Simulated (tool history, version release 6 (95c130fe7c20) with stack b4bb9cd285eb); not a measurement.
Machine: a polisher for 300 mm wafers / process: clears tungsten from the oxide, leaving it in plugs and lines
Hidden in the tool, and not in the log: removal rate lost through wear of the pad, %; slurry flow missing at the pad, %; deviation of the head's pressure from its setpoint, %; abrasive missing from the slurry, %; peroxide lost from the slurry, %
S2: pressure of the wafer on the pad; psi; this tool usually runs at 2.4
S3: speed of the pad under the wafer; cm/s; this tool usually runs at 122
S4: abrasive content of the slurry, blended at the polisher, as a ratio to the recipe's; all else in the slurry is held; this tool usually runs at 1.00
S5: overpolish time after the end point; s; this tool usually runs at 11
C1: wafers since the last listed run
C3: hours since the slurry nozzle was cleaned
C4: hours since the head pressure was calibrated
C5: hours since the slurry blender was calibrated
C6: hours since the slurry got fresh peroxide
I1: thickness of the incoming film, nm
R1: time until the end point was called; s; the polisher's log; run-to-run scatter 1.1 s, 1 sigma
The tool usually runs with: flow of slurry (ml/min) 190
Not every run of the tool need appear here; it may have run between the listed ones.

{"run": 1, "hour": 0.0, "flow of slurry (ml/min)": 190, "S2": 2.4, "S3": 122, "S4": 1.15, "S5": 11, "C1": 0, "wafers polished on this pad": 925, "C3": 606.3, "C4": 1128.4, "C5": 273.3, "C6": 77.2, "I1": 414.8, "R1": 115.3}
{"run": 2, "hour": 10.1, "flow of slurry (ml/min)": 190, "S2": 2.4, "S3": 122, "S4": 1.0, "S5": 11, "C1": 67, "wafers polished on this pad": 992, "C3": 616.4, "C4": 1138.5, "C5": 283.4, "C6": 87.3, "I1": 413.8, "R1": 119.0}
{"hour": 26.2, "done": "head pressure recalibrated"}
{"run": 3, "hour": 27.0, "flow of slurry (ml/min)": 190, "S2": 2.4, "S3": 122, "S4": 1.0, "S5": 11, "C1": 99, "wafers polished on this pad": 1092, "C3": 633.3, "C4": 0.8, "C5": 300.3, "C6": 104.2, "I1": 419.8, "R1": 111.4}
{"run": 4, "hour": 35.7, "flow of slurry (ml/min)": 190, "S2": 2.4, "S3": 122, "S4": 1.0, "S5": 11, "C1": 58, "wafers polished on this pad": 1150, "C3": 642.0, "C4": 9.5, "C5": 309.0, "C6": 112.9, "I1": 423.1, "R1": 111.0}
{"hour": 42.8, "done": "worn pad replaced by a new one"}
{"hour": 45.1, "done": "slurry tank refilled with fresh slurry and peroxide"}
{"run": 5, "hour": 52.4, "flow of slurry (ml/min)": 150, "S2": 2.4, "S3": 122, "S4": 1.0, "S5": 11, "C1": 78, "wafers polished on this pad": 57, "C3": 658.7, "C4": 26.2, "C5": 325.7, "C6": 7.3, "I1": 411.1, "R1": 110.8}
{"run": 6, "hour": 58.8, "flow of slurry (ml/min)": 150, "S2": 2.4, "S3": 122, "S4": 1.0, "S5": 11, "C1": 42, "wafers polished on this pad": 100, "C3": 665.1, "C4": 32.6, "C5": 332.1, "C6": 13.7, "I1": 423.7, "R1": 115.4}
{"run": 7, "hour": 70.6, "flow of slurry (ml/min)": 190, "S2": 2.8, "S3": 122, "S4": 1.0, "S5": 11, "C1": 78, "wafers polished on this pad": 179, "C3": 676.9, "C4": 44.4, "C5": 343.9, "C6": 25.5, "I1": 411.9, "R1": 94.3}
{"run": 8, "hour": 82.9, "flow of slurry (ml/min)": 190, "S2": 2.4, "S3": 122, "S4": 1.0, "S5": 11, "C1": 82, "wafers polished on this pad": 261, "C3": 689.2, "C4": 56.7, "C5": 356.2, "C6": 37.8, "I1": 419.4, "R1": 111.9}
{"run": 9, "hour": 93.3, "flow of slurry (ml/min)": 190, "S2": 2.4, "S3": 122, "S4": 1.0, "S5": 11, "C1": 69, "wafers polished on this pad": 330, "C3": 699.6, "C4": 67.1, "C5": 366.6, "C6": 48.2, "I1": 408.4, "R1": 108.3}
{"run": 10, "hour": 101.0, "flow of slurry (ml/min)": 235, "S2": 2.2, "S3": 122, "S4": 1.0, "S5": 11, "C1": 51, "wafers polished on this pad": 382, "C3": 707.3, "C4": 74.8, "C5": 374.3, "C6": 55.9, "I1": 412.4, "R1": 117.0}
{"hour": 109.3, "done": "slurry blender recalibrated"}
{"run": 11, "hour": 109.7, "flow of slurry (ml/min)": 170, "S2": 2.4, "S3": 108, "S4": 0.9, "S5": 7, "C1": 44, "wafers polished on this pad": 426, "C3": 716.0, "C4": 83.5, "C5": 0.4, "C6": 64.6, "I1": 422.5, "R1": 132.6}
{"run": 12, "hour": 127.7, "flow of slurry (ml/min)": 190, "S2": 2.4, "S3": 122, "S4": 1.0, "S5": 11, "C1": 120, "wafers polished on this pad": 547, "C3": 734.0, "C4": 101.5, "C5": 18.4, "C6": 82.6, "I1": 413.9, "R1": 112.2}
{"run": 13, "hour": 145.4, "flow of slurry (ml/min)": 190, "S2": 2.4, "S3": 122, "S4": 1.2, "S5": 11, "C1": 118, "wafers polished on this pad": 665, "C3": 751.7, "C4": 119.2, "C5": 36.1, "C6": 100.3, "I1": 409.5, "R1": 103.9}
{"run": 14, "hour": 153.8, "flow of slurry (ml/min)": 190, "S2": 2.4, "S3": 122, "S4": 1.1, "S5": 11, "C1": 56, "wafers polished on this pad": 721, "C3": 760.1, "C4": 127.6, "C5": 44.5, "C6": 108.7, "I1": 418.4, "R1": 111.1}
{"hour": 157.1, "done": "slurry tank refilled with fresh slurry and peroxide"}
{"run": 15, "hour": 165.3, "flow of slurry (ml/min)": 165, "S2": 2.7, "S3": 122, "S4": 1.2, "S5": 15, "C1": 70, "wafers polished on this pad": 791, "C3": 771.6, "C4": 139.1, "C5": 56.0, "C6": 8.2, "I1": 415.1, "R1": 96.7}
{"hour": 188.1, "done": "slurry nozzle cleaned"}
{"run": 16, "hour": 189.9, "flow of slurry (ml/min)": 190, "S2": 1.6, "S3": 122, "S4": 1.1, "S5": 11, "C1": 157, "wafers polished on this pad": 948, "C3": 1.8, "C4": 163.7, "C5": 80.6, "C6": 32.8, "I1": 410.5, "R1": 152.1}
{"hour": 200.7, "done": "worn pad replaced by a new one"}
{"run": 17, "hour": 202.8, "flow of slurry (ml/min)": 190, "S2": 2.9, "S3": 122, "S4": 1.0, "S5": 7, "C1": 59, "wafers polished on this pad": 14, "C3": 14.7, "C4": 176.6, "C5": 93.5, "C6": 45.7, "I1": 417.6, "R1": 95.0}
{"run": 18, "hour": 209.9, "flow of slurry (ml/min)": 190, "S2": 2.1, "S3": 112, "S4": 0.75, "S5": 13, "C1": 47, "wafers polished on this pad": 61, "C3": 21.8, "C4": 183.7, "C5": 100.6, "C6": 52.8, "I1": 421.4, "R1": 150.8}
{"run": 19, "hour": 221.5, "flow of slurry (ml/min)": 190, "S2": 2.1, "S3": 112, "S4": 0.75, "S5": 13, "C1": 77, "wafers polished on this pad": 139, "C3": 33.4, "C4": 195.3, "C5": 112.2, "C6": 64.4, "I1": 411.4, "R1": 148.7}
{"run": 20, "hour": 239.1, "flow of slurry (ml/min)": 190, "S2": 2.4, "S3": 122, "S4": 1.0, "S5": 11, "C1": 117, "wafers polished on this pad": 256, "C3": 51.0, "C4": 212.9, "C5": 129.8, "C6": 82.0, "I1": 419.1, "R1": 117.5}
{"hour": 251.3, "done": "slurry tank refilled with fresh slurry and peroxide"}
{"run": 21, "hour": 254.6, "flow of slurry (ml/min)": 190, "S2": 2.4, "S3": 122, "S4": 1.0, "S5": 11, "C1": 96, "wafers polished on this pad": 353, "C3": 66.5, "C4": 228.4, "C5": 145.3, "C6": 3.3, "I1": 407.6, "R1": 111.6}
{"run": 22, "hour": 271.9, "flow of slurry (ml/min)": 190, "S2": 3.1, "S3": 122, "S4": 1.0, "S5": 9, "C1": 115, "wafers polished on this pad": 468, "C3": 83.8, "C4": 245.7, "C5": 162.6, "C6": 20.6, "I1": 407.7, "R1": 88.5}
{"run": 23, "hour": 285.7, "flow of slurry (ml/min)": 190, "S2": 2.4, "S3": 122, "S4": 1.0, "S5": 11, "C1": 92, "wafers polished on this pad": 561, "C3": 97.6, "C4": 259.5, "C5": 176.4, "C6": 34.4, "I1": 413.5, "R1": 114.9}
{"run": 24, "hour": 301.0, "flow of slurry (ml/min)": 190, "S2": 2.4, "S3": 122, "S4": 1.0, "S5": 6, "C1": 102, "wafers polished on this pad": 663, "C3": 112.9, "C4": 274.8, "C5": 191.7, "C6": 49.7, "I1": 418.3, "R1": 115.2}
{"run": 25, "hour": 314.9, "flow of slurry (ml/min)": 240, "S2": 2.4, "S3": 122, "S4": 1.3, "S5": 5, "C1": 92, "wafers polished on this pad": 756, "C3": 126.8, "C4": 288.7, "C5": 205.6, "C6": 63.6, "I1": 411.4, "R1": 102.8}

5 options for the next run, each taken on its own from the tool as it stands now. Forecast them:
{"run": "A", "hour": 315.4, "flow of slurry (ml/min)": 240, "S2": 2.4, "S3": 122, "S4": 1.0, "S5": 11, "C1": 3, "wafers polished on this pad": 759, "C3": 127.3, "C4": 289.2, "C5": 206.1, "C6": 64.1, "I1": 410.2, "R1": "?"}
{"run": "B", "hour": 315.4, "flow of slurry (ml/min)": 165, "S2": 2.4, "S3": 152, "S4": 1.0, "S5": 11, "C1": 3, "wafers polished on this pad": 759, "C3": 127.3, "C4": 289.2, "C5": 206.1, "C6": 64.1, "I1": 410.2, "R1": "?"}
{"run": "C", "hour": 315.4, "flow of slurry (ml/min)": 135, "S2": 2.4, "S3": 122, "S4": 1.0, "S5": 11, "C1": 3, "wafers polished on this pad": 759, "C3": 127.3, "C4": 289.2, "C5": 206.1, "C6": 64.1, "I1": 410.2, "R1": "?"}
{"run": "D", "hour": 315.4, "flow of slurry (ml/min)": 190, "S2": 2.4, "S3": 142, "S4": 1.0, "S5": 11, "C1": 3, "wafers polished on this pad": 759, "C3": 127.3, "C4": 289.2, "C5": 206.1, "C6": 64.1, "I1": 410.2, "R1": "?"}
{"run": "E", "hour": 315.4, "flow of slurry (ml/min)": 190, "S2": 2.0, "S3": 110, "S4": 1.2, "S5": 14, "C1": 3, "wafers polished on this pad": 759, "C3": 127.3, "C4": 289.2, "C5": 206.1, "C6": 64.1, "I1": 410.2, "R1": "?"}

run=A R1=110.6
run=B R1=93.1
run=C R1=119.9
run=D R1=97.7
run=E R1=141.3
Without the tool's hidden state the same runs would have given:
run=A R1=103.0
run=B R1=86.8
run=C R1=111.7
run=D R1=91.0
run=E R1=131.6
